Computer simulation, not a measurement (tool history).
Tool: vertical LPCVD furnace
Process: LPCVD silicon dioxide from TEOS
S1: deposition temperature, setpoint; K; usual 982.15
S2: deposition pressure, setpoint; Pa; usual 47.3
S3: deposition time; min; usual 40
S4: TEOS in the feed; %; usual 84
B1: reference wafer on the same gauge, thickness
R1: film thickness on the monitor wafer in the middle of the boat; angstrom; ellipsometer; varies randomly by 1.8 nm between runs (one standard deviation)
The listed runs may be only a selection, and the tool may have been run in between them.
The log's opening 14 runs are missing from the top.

run    hour      S1    S2    S3  S4      B1      R1
 15   937.5  982.15  47.3    40  84  396.18  4526.5
      970.3  -- TEOS flow controller replaced
 16   983.2  982.15  47.3    40  84   396.2  4553.9
 17  1080.2  982.15  35.3  46.5  84  395.96  4544.2
 18  1150.8  976.15  47.3    40  84  395.83  3972.3
 19  1200.4  978.15    44    40  71  396.16  3671.1
     1235.1  -- thermocouples replaced and temperature profile calibrated
 20  1285.8  982.15  52.7    40  84  396.03  5004.6
 21  1343.3  982.15  36.7    53  84   396.4  5571.3
 22  1390.7  993.15  47.3    40  84  396.05  6160.9
 23  1462.5  982.15  47.3    40  84  396.06  4827.4
     1513.6  -- gauge calibrated
 24  1561.3  982.15  52.7    40  84  395.94  5142.9
     1590.1  -- thermocouples replaced and temperature profile calibrated, repeated, since the last time left the tool worse
     1653.9  -- pressure gauge zeroed
 25  1661.4  982.15  47.3    40  84   396.3  4418.4
 26  1727.3  982.15  47.3    40  79  395.92  4313.5
 27  1815.8  990.15  36.7  24.5  84  395.67  2893.1
 28  1902.1  982.15  36.7    33  84  395.91  3258.6
 29  1947.8  986.15  47.3    40  84  395.92  4906.1
 30  1986.6  982.15  50.7    40  84  396.14  4652.6
 31    2066  989.15  51.3  49.5  76  395.97  6465.6
 32  2103.6  993.15  40.7    40  84  395.82    5388

What if the next run were any one of these 3? Each begins from the tool's condition after run 32:
  A  2109  982.15  47.3  40  84   ?   ?
  B  2109  974.15  47.3  40  84   ?   ?
  C  2109  982.15  47.3  51  91   ?   ?

run     B1      R1
  A  396.1  4482.7
  B  396.1  3731.7
  C  396.1  5948.8
With the hidden condition removed and each run's random variation left untouched, the same runs would have given:
run      R1
  A  4275.6
  B  3556.5
  C  5673.9
